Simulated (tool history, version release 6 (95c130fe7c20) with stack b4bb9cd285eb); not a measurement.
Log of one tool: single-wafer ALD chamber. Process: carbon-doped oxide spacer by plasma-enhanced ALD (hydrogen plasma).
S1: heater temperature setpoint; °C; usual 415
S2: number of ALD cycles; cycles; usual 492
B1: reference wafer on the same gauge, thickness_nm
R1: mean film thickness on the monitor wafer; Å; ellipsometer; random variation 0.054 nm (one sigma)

| run | hour | S1 | S2 | B1 | R1 |
|---|---|---|---|---|---|
| 1 | 0.0 | 415 | 414 | 18.298 | 178.30 |
| 2 | 46.2 | 415 | 492 | 18.282 | 212.51 |
| 3 | 141.6 | 415 | 492 | 18.243 | 212.39 |
| 4 | 197.1 | 415 | 492 | 18.225 | 211.75 |
| 5 | 255.6 | 415 | 492 | 18.203 | 210.51 |
| 6 | 349.2 | 415 | 492 | 18.389 | 214.41 |
| 7 | 448.8 | 415 | 492 | 18.393 | 214.85 |
| 8 | 499.0 | 407 | 562 | 18.381 | 251.07 |
| 9 | 558.3 | 422 | 492 | 18.370 | 208.51 |
| 10 | 630.4 | 426 | 525 | 18.371 | 220.22 |
| 11 | 693.7 | 415 | 492 | 18.350 | 212.55 |
| 12 | 777.2 | 409 | 492 | 18.344 | 217.86 |
| 13 | 861.1 | 427 | 492 | 18.321 | 204.25 |
| 14 | 950.0 | 420 | 540 | 18.296 | 230.53 |
| 15 | 1003.4 | 409 | 413 | 18.284 | 181.97 |

Not shown: 2 entries that the log had between the listed runs. Between which runs, and how does the tool's hidden state differ before and after?
Between runs 5 and 6: gauge calibrated (hour 340.1)
  gauge reads high (%): -1.09 -> -0.062
  measured less the result without the state, R1: -2.32 -> -0.13 Å
Between runs 11 and 12: thermocouple changed; heater temperature recalibrated (hour 709.7)
  gauge reads high (%): -0.232 -> -0.322
  measured less the result without the state, R1: -0.50 -> -0.70 Å
